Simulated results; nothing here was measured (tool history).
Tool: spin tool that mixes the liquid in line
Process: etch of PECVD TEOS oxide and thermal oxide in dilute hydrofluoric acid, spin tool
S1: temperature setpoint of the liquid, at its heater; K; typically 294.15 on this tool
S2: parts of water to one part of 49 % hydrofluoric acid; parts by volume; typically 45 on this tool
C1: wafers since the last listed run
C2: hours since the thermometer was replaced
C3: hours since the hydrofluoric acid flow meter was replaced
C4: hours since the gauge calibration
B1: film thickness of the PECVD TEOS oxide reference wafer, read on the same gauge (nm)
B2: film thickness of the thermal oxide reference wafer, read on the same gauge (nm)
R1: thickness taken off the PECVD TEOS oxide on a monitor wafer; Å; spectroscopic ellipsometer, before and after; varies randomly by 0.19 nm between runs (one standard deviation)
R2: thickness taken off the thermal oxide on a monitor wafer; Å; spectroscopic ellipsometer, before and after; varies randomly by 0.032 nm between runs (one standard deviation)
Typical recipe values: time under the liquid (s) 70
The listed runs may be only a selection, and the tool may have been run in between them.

run 1 hour=0 | S1=294.15 S2=45 time_under_the_liquid_(s)=70 | C1=0 C2=1275.4 C3=1912.7 C4=364.6 | B1=130.03 B2=29.97 | R1=277.1 R2=82.2
run 2 hour=33.2 | S1=294.15 S2=45 time_under_the_liquid_(s)=70 | C1=249 C2=1308.6 C3=1945.9 C4=397.8 | B1=130.05 B2=30 | R1=273.6 R2=82.9
run 3 hour=63.7 | S1=294.15 S2=45 time_under_the_liquid_(s)=70 | C1=229 C2=1339.1 C3=1976.4 C4=428.3 | B1=130.01 B2=29.99 | R1=274.2 R2=82.9
run 4 hour=94.2 | S1=294.15 S2=45 time_under_the_liquid_(s)=70 | C1=229 C2=1369.6 C3=2006.9 C4=458.8 | B1=129.99 B2=29.99 | R1=273.1 R2=83
run 5 hour=118.7 | S1=294.15 S2=45 time_under_the_liquid_(s)=70 | C1=184 C2=1394.1 C3=2031.4 C4=483.3 | B1=129.99 B2=30 | R1=275.1 R2=82.6
run 6 hour=162.3 | S1=294.15 S2=45 time_under_the_liquid_(s)=55 | C1=327 C2=1437.7 C3=2075 C4=526.9 | B1=130.03 B2=29.99 | R1=215.9 R2=65.3
run 7 hour=192 | S1=290.65 S2=45 time_under_the_liquid_(s)=70 | C1=223 C2=1467.4 C3=2104.7 C4=556.6 | B1=130.01 B2=30.01 | R1=241.6 R2=71.8
run 8 hour=211.2 | S1=290.65 S2=45 time_under_the_liquid_(s)=70 | C1=144 C2=1486.6 C3=2123.9 C4=575.8 | B1=129.94 B2=30 | R1=242.5 R2=71.3
run 9 hour=235.2 | S1=292.15 S2=30 time_under_the_liquid_(s)=70 | C1=180 C2=1510.6 C3=2147.9 C4=599.8 | B1=129.97 B2=30 | R1=387.1 R2=116.4
run 10 hour=263.2 | S1=294.15 S2=45 time_under_the_liquid_(s)=70 | C1=210 C2=1538.6 C3=2175.9 C4=627.8 | B1=129.99 B2=30.01 | R1=277.5 R2=83.4
run 11 hour=286.3 | S1=294.15 S2=45 time_under_the_liquid_(s)=70 | C1=173 C2=1561.7 C3=2199 C4=650.9 | B1=130.01 B2=29.99 | R1=276.8 R2=84
run 12 hour=301 | S1=294.15 S2=45 time_under_the_liquid_(s)=70 | C1=110 C2=1576.4 C3=2213.7 C4=665.6 | B1=130.01 B2=30 | R1=278.9 R2=84.1
run 13 hour=323.4 | S1=294.15 S2=45 time_under_the_liquid_(s)=85 | C1=168 C2=1598.8 C3=2236.1 C4=688 | B1=130.03 B2=30.01 | R1=337.7 R2=102.4
run 14 hour=352.7 | S1=294.15 S2=45 time_under_the_liquid_(s)=70 | C1=220 C2=1628.1 C3=2265.4 C4=717.3 | B1=129.97 B2=30.01 | R1=278 R2=84.4
run 15 hour=372 | S1=291.65 S2=55 time_under_the_liquid_(s)=105 | C1=145 C2=1647.4 C3=2284.7 C4=736.6 | B1=130.03 B2=30 | R1=305.6 R2=91.5
-- hour=373.1 gauge calibrated
run 16 hour=389.4 | S1=298.15 S2=25 time_under_the_liquid_(s)=45 | C1=130 C2=1664.8 C3=2302.1 C4=16.3 | B1=129.97 B2=30 | R1=392.1 R2=118.2
run 17 hour=461.2 | S1=296.65 S2=45 time_under_the_liquid_(s)=95 | C1=539 C2=1736.6 C3=2373.9 C4=88.1 | B1=129.96 B2=30.01 | R1=425.7 R2=128.5
run 18 hour=474.2 | S1=294.15 S2=30 time_under_the_liquid_(s)=70 | C1=97 C2=1749.6 C3=2386.9 C4=101.1 | B1=130.03 B2=30.01 | R1=431 R2=128.8
-- hour=479.2 hydrofluoric acid flow meter replaced
run 19 hour=496.9 | S1=295.65 S2=45 time_under_the_liquid_(s)=90 | C1=163 C2=1772.3 C3=17.7 C4=123.8 | B1=130.01 B2=29.98 | R1=332 R2=100.1
-- hour=532.1 thermometer replaced
run 20 hour=552.7 | S1=294.15 S2=45 time_under_the_liquid_(s)=100 | C1=411 C2=20.6 C3=73.5 C4=179.6 | B1=130.03 B2=29.98 | R1=350 R2=104.9
run 21 hour=572.3 | S1=294.15 S2=45 time_under_the_liquid_(s)=90 | C1=147 C2=40.2 C3=93.1 C4=199.2 | B1=130.01 B2=29.99 | R1=316.2 R2=93.9
run 22 hour=602.3 | S1=291.15 S2=65 time_under_the_liquid_(s)=50 | C1=225 C2=70.2 C3=123.1 C4=229.2 | B1=130.02 B2=29.98 | R1=103.6 R2=31.4
run 23 hour=630.1 | S1=297.65 S2=35 time_under_the_liquid_(s)=55 | C1=208 C2=98 C3=150.9 C4=257 | B1=129.98 B2=29.99 | R1=286.3 R2=87.5
run 24 hour=650.9 | S1=294.15 S2=35 time_under_the_liquid_(s)=40 | C1=156 C2=118.8 C3=171.7 C4=277.8 | B1=129.99 B2=30.01 | R1=183.9 R2=54.7
run 25 hour=683.2 | S1=290.65 S2=45 time_under_the_liquid_(s)=70 | C1=242 C2=151.1 C3=204 C4=310.1 | B1=130.02 B2=30.02 | R1=209.5 R2=63.7

Consider 5 possible next runs. They are alternatives, not a sequence: every one starts from the tool as it was left by run 25. What does each give?
run A hour=683.6 | S1=294.15 S2=45 time_under_the_liquid_(s)=70 | C1=3 C2=151.5 C3=204.4 C4=310.5 | B1=? B2=? | R1=? R2=?
run B hour=683.6 | S1=297.65 S2=45 time_under_the_liquid_(s)=70 | C1=3 C2=151.5 C3=204.4 C4=310.5 | B1=? B2=? | R1=? R2=?
run C hour=683.6 | S1=297.65 S2=35 time_under_the_liquid_(s)=60 | C1=3 C2=151.5 C3=204.4 C4=310.5 | B1=? B2=? | R1=? R2=?
run D hour=683.6 | S1=298.15 S2=60 time_under_the_liquid_(s)=90 | C1=3 C2=151.5 C3=204.4 C4=310.5 | B1=? B2=? | R1=? R2=?
run E hour=683.6 | S1=290.65 S2=45 time_under_the_liquid_(s)=55 | C1=3 C2=151.5 C3=204.4 C4=310.5 | B1=? B2=? | R1=? R2=?

run=A B1=130 B2=29.97 R1=247.6 R2=74.3
run=B B1=130 B2=29.97 R1=286.5 R2=86
run=C B1=130 B2=29.97 R1=320 R2=96
run=D B1=130 B2=29.97 R1=276.4 R2=82.9
run=E B1=130 B2=29.97 R1=167.4 R2=50.2
Without the tool's hidden state the same runs would have given:
run=A R1=242.6 R2=72.8
run=B R1=280.8 R2=84.3
run=C R1=313.7 R2=94.1
run=D R1=270.8 R2=81.3
run=E R1=164.1 R2=49.2
